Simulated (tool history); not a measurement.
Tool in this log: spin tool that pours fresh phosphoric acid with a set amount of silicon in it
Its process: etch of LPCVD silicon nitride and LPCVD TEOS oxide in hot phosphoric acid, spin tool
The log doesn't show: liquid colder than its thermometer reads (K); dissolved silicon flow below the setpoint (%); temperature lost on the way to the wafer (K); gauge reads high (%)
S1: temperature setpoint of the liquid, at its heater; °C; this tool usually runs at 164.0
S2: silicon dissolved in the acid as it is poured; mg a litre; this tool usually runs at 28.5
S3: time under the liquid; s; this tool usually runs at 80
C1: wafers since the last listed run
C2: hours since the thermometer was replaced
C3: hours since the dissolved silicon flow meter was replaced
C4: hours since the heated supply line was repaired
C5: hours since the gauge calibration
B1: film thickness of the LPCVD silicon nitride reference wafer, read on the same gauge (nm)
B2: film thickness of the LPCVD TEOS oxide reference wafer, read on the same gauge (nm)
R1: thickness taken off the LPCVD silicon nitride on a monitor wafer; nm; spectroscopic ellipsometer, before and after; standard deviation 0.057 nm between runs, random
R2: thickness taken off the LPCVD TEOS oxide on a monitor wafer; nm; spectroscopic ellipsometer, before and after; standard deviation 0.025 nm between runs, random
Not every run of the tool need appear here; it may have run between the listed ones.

run    hour     S1    S2   S3   C1      C2      C3     C4      C5     B1      B2     R1     R2
  1     0.0  164.0  28.5   80    0  1830.5   969.4   56.1   899.0  50.01  70.069   7.12  0.103
  2    42.8  164.0  15.0   80  298  1873.3  1012.2   98.9   941.8  50.02  69.954   6.99  0.143
  3    84.8  164.0  28.5   80  292  1915.3  1054.2  140.9   983.8  49.97  70.017   6.98  0.124
  4   112.7  164.0  45.0   80  194  1943.2  1082.1  168.8  1011.7  50.02  69.959   7.06  0.056
      154.9  -- thermometer replaced
  5   173.4  164.0  28.5  125  415    18.5  1142.8  229.5  1072.4  50.04  69.960  10.79  0.145
  6   299.7  164.0  23.0   80  879   144.8  1269.1  355.8  1198.7  50.02  70.004   7.03  0.147
  7   358.4  164.0  20.5  125  408   203.5  1327.8  414.5  1257.4  49.99  70.027  10.90  0.202
      389.2  -- heated supply line repaired, repeated, since the last time left the tool worse
  8   415.7  163.0  28.5   80  392   260.8  1385.1   26.5  1314.7  50.01  70.045   7.89  0.168
  9   448.6  161.5  45.0  115  229   293.7  1418.0   59.4  1347.6  50.00  69.973  10.97  0.079
 10   510.0  165.5  28.5   40  427   355.1  1479.4  120.8  1409.0  49.97  69.976   4.31  0.111
      540.2  -- dissolved silicon flow meter replaced
 11   561.1  164.0  16.5  115  348   406.2    20.9  171.9  1460.1  50.00  70.040  11.77  0.353
 12   604.4  166.5  28.5   80  301   449.5    64.2  215.2  1503.4  50.02  70.015   8.78  0.234
 13   655.6  162.5  28.5   80  356   500.7   115.4  266.4  1554.6  50.00  69.988   7.72  0.157
      679.7  -- gauge calibrated
 14   743.1  165.5  41.0   55  609   588.2   202.9  353.9    63.4  49.99  69.991   5.89  0.063
 15   810.2  165.5  28.5  125  467   655.3   270.0  421.0   130.5  50.01  70.029  13.08  0.235
 16   842.8  164.0  28.5   80  226   687.9   302.6  453.6   163.1  50.01  70.026   8.12  0.156
 17   886.9  164.0  28.5   80  307   732.0   346.7  497.7   207.2  49.99  69.993   8.02  0.182
 18   942.8  164.0  28.5   80  389   787.9   402.6  553.6   263.1  50.00  69.988   8.01  0.143
 19   975.4  164.0  34.5   80  226   820.5   435.2  586.2   295.7  50.01  70.048   7.95  0.146
 20  1035.2  167.0  28.5   35  416   880.3   495.0  646.0   355.5  50.01  70.016   3.92  0.085
 21  1104.0  164.0  20.5  125  479   949.1   563.8  714.8   424.3  50.02  69.951  12.51  0.352
 22  1161.8  164.0  40.0  110  402  1006.9   621.6  772.6   482.1  49.99  69.992  10.87  0.125

Pick out some run-to-run changes in R1. Of each, how much would a tool without hidden state show as well, from the settings, what came in and chance, and how much is left for the hidden state and any gauge scatter not in both results compared?
Run 6 -> 7: S2 23.0 -> 20.5, S3 80 -> 125. R1 +3.87 nm: hidden state -0.75, all else +4.62.
Run 7 -> 8: S1 164.0 -> 163.0, S2 20.5 -> 28.5, S3 125 -> 80, heated supply line repaired, repeated, since the last time left the tool worse. R1 -3.01 nm: hidden state +1.99, all else -5.00.
Run 10 -> 11: S1 165.5 -> 164.0, S2 28.5 -> 16.5, S3 40 -> 115, dissolved silicon flow meter replaced. R1 +7.46 nm: hidden state -0.11, all else +7.57.
Run 20 -> 21: S1 167.0 -> 164.0, S2 28.5 -> 20.5, S3 35 -> 125. R1 +8.59 nm: hidden state -0.28, all else +8.87.

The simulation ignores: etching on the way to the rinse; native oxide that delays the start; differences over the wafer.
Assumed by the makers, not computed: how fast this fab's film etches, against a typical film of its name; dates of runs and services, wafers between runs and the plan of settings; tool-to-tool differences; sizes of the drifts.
